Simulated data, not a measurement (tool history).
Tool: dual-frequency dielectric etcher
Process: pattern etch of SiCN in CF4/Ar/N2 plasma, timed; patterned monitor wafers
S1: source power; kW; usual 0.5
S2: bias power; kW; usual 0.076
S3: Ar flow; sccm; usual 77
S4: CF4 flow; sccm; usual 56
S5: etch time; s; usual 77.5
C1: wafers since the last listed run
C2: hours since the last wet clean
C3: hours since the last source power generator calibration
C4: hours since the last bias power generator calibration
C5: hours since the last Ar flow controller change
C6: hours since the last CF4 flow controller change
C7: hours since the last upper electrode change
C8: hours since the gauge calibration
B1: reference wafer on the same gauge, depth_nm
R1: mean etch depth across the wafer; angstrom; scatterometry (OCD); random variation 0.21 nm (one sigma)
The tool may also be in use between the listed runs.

{"run": 1, "hour": 0.0, "S1": 0.5, "S2": 0.081, "S3": 77, "S4": 56, "S5": 77.5, "C1": 0, "C2": 38.9, "C3": 3635.8, "C4": 2246.5, "C5": 0.9, "C6": 37.8, "C7": 2.7, "C8": 427.6, "B1": 81.6, "R1": 735}
{"hour": 6.4, "done": "source power generator calibrated"}
{"run": 2, "hour": 11.4, "S1": 0.5, "S2": 0.081, "S3": 77, "S4": 56, "S5": 77.5, "C1": 77, "C2": 50.3, "C3": 5, "C4": 2257.9, "C5": 12.3, "C6": 49.2, "C7": 14.1, "C8": 439, "B1": 81.5, "R1": 730}
{"run": 3, "hour": 27.5, "S1": 0.6, "S2": 0.084, "S3": 77, "S4": 49, "S5": 71, "C1": 168, "C2": 66.4, "C3": 21.1, "C4": 2274, "C5": 28.4, "C6": 65.3, "C7": 30.2, "C8": 455.1, "B1": 81.6, "R1": 759}
{"run": 4, "hour": 36.7, "S1": 0.5, "S2": 0.076, "S3": 77, "S4": 56, "S5": 92.5, "C1": 96, "C2": 75.6, "C3": 30.3, "C4": 2283.2, "C5": 37.6, "C6": 74.5, "C7": 39.4, "C8": 464.3, "B1": 81.6, "R1": 853}
{"run": 5, "hour": 43.8, "S1": 0.5, "S2": 0.076, "S3": 94, "S4": 56, "S5": 97.5, "C1": 74, "C2": 82.7, "C3": 37.4, "C4": 2290.3, "C5": 44.7, "C6": 81.6, "C7": 46.5, "C8": 471.4, "B1": 81.6, "R1": 872}
{"hour": 48.1, "done": "gauge calibrated"}
{"hour": 55.0, "done": "bias power generator calibrated"}
{"run": 6, "hour": 55.5, "S1": 0.5, "S2": 0.076, "S3": 77, "S4": 56, "S5": 77.5, "C1": 80, "C2": 94.4, "C3": 49.1, "C4": 0.5, "C5": 56.4, "C6": 93.3, "C7": 58.2, "C8": 7.4, "B1": 81.7, "R1": 711}
{"run": 7, "hour": 67.3, "S1": 0.62, "S2": 0.076, "S3": 77, "S4": 56, "S5": 77.5, "C1": 123, "C2": 106.2, "C3": 60.9, "C4": 12.3, "C5": 68.2, "C6": 105.1, "C7": 70, "C8": 19.2, "B1": 81.6, "R1": 827}
{"run": 8, "hour": 74.2, "S1": 0.5, "S2": 0.076, "S3": 77, "S4": 56, "S5": 77.5, "C1": 72, "C2": 113.1, "C3": 67.8, "C4": 19.2, "C5": 75.1, "C6": 112, "C7": 76.9, "C8": 26.1, "B1": 81.6, "R1": 711}
{"run": 9, "hour": 89.9, "S1": 0.5, "S2": 0.076, "S3": 77, "S4": 61, "S5": 64.5, "C1": 164, "C2": 128.8, "C3": 83.5, "C4": 34.9, "C5": 90.8, "C6": 127.7, "C7": 92.6, "C8": 41.8, "B1": 81.5, "R1": 601}
{"run": 10, "hour": 99.3, "S1": 0.5, "S2": 0.076, "S3": 77, "S4": 56, "S5": 77.5, "C1": 98, "C2": 138.2, "C3": 92.9, "C4": 44.3, "C5": 100.2, "C6": 137.1, "C7": 102, "C8": 51.2, "B1": 81.5, "R1": 710}
{"run": 11, "hour": 115.2, "S1": 0.5, "S2": 0.076, "S3": 77, "S4": 56, "S5": 77.5, "C1": 166, "C2": 154.1, "C3": 108.8, "C4": 60.2, "C5": 116.1, "C6": 153, "C7": 117.9, "C8": 67.1, "B1": 81.6, "R1": 707}
{"run": 12, "hour": 121.9, "S1": 0.5, "S2": 0.076, "S3": 77, "S4": 56, "S5": 77.5, "C1": 70, "C2": 160.8, "C3": 115.5, "C4": 66.9, "C5": 122.8, "C6": 159.7, "C7": 124.6, "C8": 73.8, "B1": 81.6, "R1": 710}
{"run": 13, "hour": 137.3, "S1": 0.5, "S2": 0.093, "S3": 77, "S4": 45, "S5": 77.5, "C1": 161, "C2": 176.2, "C3": 130.9, "C4": 82.3, "C5": 138.2, "C6": 175.1, "C7": 140, "C8": 89.2, "B1": 81.6, "R1": 755}
{"run": 14, "hour": 144.6, "S1": 0.61, "S2": 0.076, "S3": 77, "S4": 56, "S5": 99, "C1": 76, "C2": 183.5, "C3": 138.2, "C4": 89.6, "C5": 145.5, "C6": 182.4, "C7": 147.3, "C8": 96.5, "B1": 81.5, "R1": 1043}
{"run": 15, "hour": 151.3, "S1": 0.5, "S2": 0.059, "S3": 77, "S4": 56, "S5": 77.5, "C1": 70, "C2": 190.2, "C3": 144.9, "C4": 96.3, "C5": 152.2, "C6": 189.1, "C7": 154, "C8": 103.2, "B1": 81.6, "R1": 631}
{"run": 16, "hour": 162.1, "S1": 0.5, "S2": 0.06, "S3": 77, "S4": 56, "S5": 62, "C1": 112, "C2": 201, "C3": 155.7, "C4": 107.1, "C5": 163, "C6": 199.9, "C7": 164.8, "C8": 114, "B1": 81.6, "R1": 509}
{"run": 17, "hour": 178.2, "S1": 0.5, "S2": 0.076, "S3": 77, "S4": 56, "S5": 77.5, "C1": 168, "C2": 217.1, "C3": 171.8, "C4": 123.2, "C5": 179.1, "C6": 216, "C7": 180.9, "C8": 130.1, "B1": 81.6, "R1": 705}
{"run": 18, "hour": 195.8, "S1": 0.4, "S2": 0.076, "S3": 77, "S4": 56, "S5": 62, "C1": 184, "C2": 234.7, "C3": 189.4, "C4": 140.8, "C5": 196.7, "C6": 233.6, "C7": 198.5, "C8": 147.7, "B1": 81.5, "R1": 487}
{"run": 19, "hour": 211.4, "S1": 0.5, "S2": 0.076, "S3": 77, "S4": 56, "S5": 77.5, "C1": 163, "C2": 250.3, "C3": 205, "C4": 156.4, "C5": 212.3, "C6": 249.2, "C7": 214.1, "C8": 163.3, "B1": 81.5, "R1": 708}
{"run": 20, "hour": 222.4, "S1": 0.4, "S2": 0.076, "S3": 61, "S4": 56, "S5": 77.5, "C1": 115, "C2": 261.3, "C3": 216, "C4": 167.4, "C5": 223.3, "C6": 260.2, "C7": 225.1, "C8": 174.3, "B1": 81.6, "R1": 623}
{"run": 21, "hour": 234.7, "S1": 0.5, "S2": 0.076, "S3": 77, "S4": 56, "S5": 77.5, "C1": 128, "C2": 273.6, "C3": 228.3, "C4": 179.7, "C5": 235.6, "C6": 272.5, "C7": 237.4, "C8": 186.6, "B1": 81.6, "R1": 708}

The tool's hidden state at each run:
source power that arrives over what is set, %: 0 in every run
bias power that arrives over what is set, %: 0 in every run
Ar flow that arrives over what is set, %: 0 in every run
CF4 flow that arrives over what is set, %: 0 in every run
gauge reads high (%): 0 in every run
H1: etch rate over this chamber's usual, %
run=1 H1=-0.271
run=2 H1=-0.319
run=3 H1=-0.387
run=4 H1=-0.425
run=5 H1=-0.455
run=6 H1=-0.504
run=7 H1=-0.554
run=8 H1=-0.583
run=9 H1=-0.649
run=10 H1=-0.688
run=11 H1=-0.755
run=12 H1=-0.783
run=13 H1=-0.848
run=14 H1=-0.878
run=15 H1=-0.907
run=16 H1=-0.952
run=17 H1=-1.02
run=18 H1=-1.09
run=19 H1=-1.16
run=20 H1=-1.21
run=21 H1=-1.26

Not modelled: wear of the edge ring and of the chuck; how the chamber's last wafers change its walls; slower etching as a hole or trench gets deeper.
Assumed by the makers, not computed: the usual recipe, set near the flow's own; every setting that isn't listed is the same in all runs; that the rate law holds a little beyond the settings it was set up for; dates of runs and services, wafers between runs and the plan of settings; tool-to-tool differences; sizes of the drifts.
